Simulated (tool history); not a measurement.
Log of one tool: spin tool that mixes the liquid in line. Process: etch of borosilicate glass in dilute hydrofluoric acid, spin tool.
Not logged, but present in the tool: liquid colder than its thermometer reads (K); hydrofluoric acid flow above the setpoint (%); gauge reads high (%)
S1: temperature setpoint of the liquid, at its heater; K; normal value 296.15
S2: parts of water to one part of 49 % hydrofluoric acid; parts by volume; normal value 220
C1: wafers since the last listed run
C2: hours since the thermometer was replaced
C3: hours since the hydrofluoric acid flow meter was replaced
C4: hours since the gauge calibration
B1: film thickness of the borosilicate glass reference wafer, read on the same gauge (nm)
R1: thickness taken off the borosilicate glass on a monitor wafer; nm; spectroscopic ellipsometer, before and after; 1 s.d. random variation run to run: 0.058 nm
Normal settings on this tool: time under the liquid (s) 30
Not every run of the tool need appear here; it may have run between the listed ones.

{"run": 1, "day": 0.0, "S1": 296.15, "S2": 220, "time under the liquid (s)": 30, "C1": 0, "C2": 1826.2, "C3": 497.6, "C4": 511.7, "B1": 70, "R1": 6.27}
{"day": 1.104, "done": "gauge calibrated"}
{"run": 2, "day": 1.579, "S1": 296.15, "S2": 220, "time under the liquid (s)": 30, "C1": 443, "C2": 1864.1, "C3": 535.5, "C4": 11.4, "B1": 70, "R1": 6.27}
{"run": 3, "day": 3.033, "S1": 296.15, "S2": 220, "time under the liquid (s)": 30, "C1": 408, "C2": 1899, "C3": 570.4, "C4": 46.3, "B1": 70.01, "R1": 6.24}
{"run": 4, "day": 5.525, "S1": 296.15, "S2": 220, "time under the liquid (s)": 30, "C1": 699, "C2": 1958.8, "C3": 630.2, "C4": 106.1, "B1": 70.01, "R1": 6.23}
{"run": 5, "day": 7.646, "S1": 296.15, "S2": 220, "time under the liquid (s)": 30, "C1": 595, "C2": 2009.7, "C3": 681.1, "C4": 157, "B1": 70.01, "R1": 6.27}
{"run": 6, "day": 10.079, "S1": 296.15, "S2": 220, "time under the liquid (s)": 30, "C1": 683, "C2": 2068.1, "C3": 739.5, "C4": 215.4, "B1": 69.98, "R1": 6.28}
{"run": 7, "day": 12.538, "S1": 296.15, "S2": 220, "time under the liquid (s)": 30, "C1": 690, "C2": 2127.1, "C3": 798.5, "C4": 274.4, "B1": 70.01, "R1": 6.36}
{"run": 8, "day": 14.533, "S1": 296.15, "S2": 220, "time under the liquid (s)": 20, "C1": 560, "C2": 2175, "C3": 846.4, "C4": 322.3, "B1": 70.03, "R1": 4.18}
{"run": 9, "day": 16.588, "S1": 296.15, "S2": 220, "time under the liquid (s)": 30, "C1": 576, "C2": 2224.3, "C3": 895.7, "C4": 371.6, "B1": 69.99, "R1": 6.15}
{"day": 21.238, "done": "hydrofluoric acid flow meter replaced"}
{"run": 10, "day": 22.5, "S1": 296.15, "S2": 220, "time under the liquid (s)": 30, "C1": 1648, "C2": 2366.2, "C3": 30.3, "C4": 513.5, "B1": 70.01, "R1": 6.11}
{"run": 11, "day": 25.325, "S1": 296.15, "S2": 220, "time under the liquid (s)": 40, "C1": 793, "C2": 2434, "C3": 98.1, "C4": 581.3, "B1": 70.01, "R1": 8.37}
{"day": 27.388, "done": "thermometer replaced"}
{"run": 12, "day": 28.029, "S1": 296.15, "S2": 220, "time under the liquid (s)": 30, "C1": 747, "C2": 15.4, "C3": 163, "C4": 646.2, "B1": 70.03, "R1": 6.22}
{"run": 13, "day": 29.504, "S1": 293.65, "S2": 165, "time under the liquid (s)": 45, "C1": 414, "C2": 50.8, "C3": 198.4, "C4": 681.6, "B1": 70, "R1": 11.8}
{"day": 29.512, "done": "gauge calibrated"}
{"run": 14, "day": 31.275, "S1": 299.15, "S2": 150, "time under the liquid (s)": 30, "C1": 497, "C2": 93.3, "C3": 240.9, "C4": 42.3, "B1": 70, "R1": 10.99}
{"run": 15, "day": 33.496, "S1": 301.15, "S2": 220, "time under the liquid (s)": 30, "C1": 623, "C2": 146.6, "C3": 294.2, "C4": 95.6, "B1": 69.99, "R1": 7.48}
{"run": 16, "day": 35.946, "S1": 296.15, "S2": 220, "time under the liquid (s)": 30, "C1": 688, "C2": 205.4, "C3": 353, "C4": 154.4, "B1": 69.99, "R1": 6.3}
{"run": 17, "day": 38.029, "S1": 296.15, "S2": 155, "time under the liquid (s)": 30, "C1": 585, "C2": 255.4, "C3": 403, "C4": 204.4, "B1": 69.98, "R1": 9.44}
{"run": 18, "day": 39.371, "S1": 293.15, "S2": 220, "time under the liquid (s)": 15, "C1": 376, "C2": 287.6, "C3": 435.2, "C4": 236.6, "B1": 69.99, "R1": 2.82}
{"run": 19, "day": 42.046, "S1": 296.15, "S2": 285, "time under the liquid (s)": 30, "C1": 751, "C2": 351.8, "C3": 499.4, "C4": 300.8, "B1": 70, "R1": 4.52}
{"run": 20, "day": 43.288, "S1": 296.15, "S2": 330, "time under the liquid (s)": 45, "C1": 348, "C2": 381.6, "C3": 529.2, "C4": 330.6, "B1": 70, "R1": 5.68}
{"run": 21, "day": 45.233, "S1": 292.15, "S2": 220, "time under the liquid (s)": 30, "C1": 546, "C2": 428.3, "C3": 575.9, "C4": 377.3, "B1": 69.97, "R1": 5.34}

Branching from run 21: 5 alternative next runs. What would each branch give?
{"run": "A", "day": 45.25, "S1": 296.15, "S2": 220, "time under the liquid (s)": 30, "C1": 4, "C2": 428.7, "C3": 576.3, "C4": 377.7, "B1": "?", "R1": "?"}
{"run": "B", "day": 45.25, "S1": 296.15, "S2": 265, "time under the liquid (s)": 35, "C1": 4, "C2": 428.7, "C3": 576.3, "C4": 377.7, "B1": "?", "R1": "?"}
{"run": "C", "day": 45.25, "S1": 300.15, "S2": 185, "time under the liquid (s)": 30, "C1": 4, "C2": 428.7, "C3": 576.3, "C4": 377.7, "B1": "?", "R1": "?"}
{"run": "D", "day": 45.25, "S1": 292.65, "S2": 220, "time under the liquid (s)": 30, "C1": 4, "C2": 428.7, "C3": 576.3, "C4": 377.7, "B1": "?", "R1": "?"}
{"run": "E", "day": 45.25, "S1": 292.15, "S2": 220, "time under the liquid (s)": 15, "C1": 4, "C2": 428.7, "C3": 576.3, "C4": 377.7, "B1": "?", "R1": "?"}

run=A B1=70 R1=6.14
run=B B1=70 R1=5.68
run=C B1=70 R1=8.78
run=D B1=70 R1=5.38
run=E B1=70 R1=2.64
The same runs, with their run-to-run variation unchanged, on a tool lacking any hidden condition would have given:
run=A R1=6.14
run=B R1=5.68
run=C R1=8.78
run=D R1=5.38
run=E R1=2.64
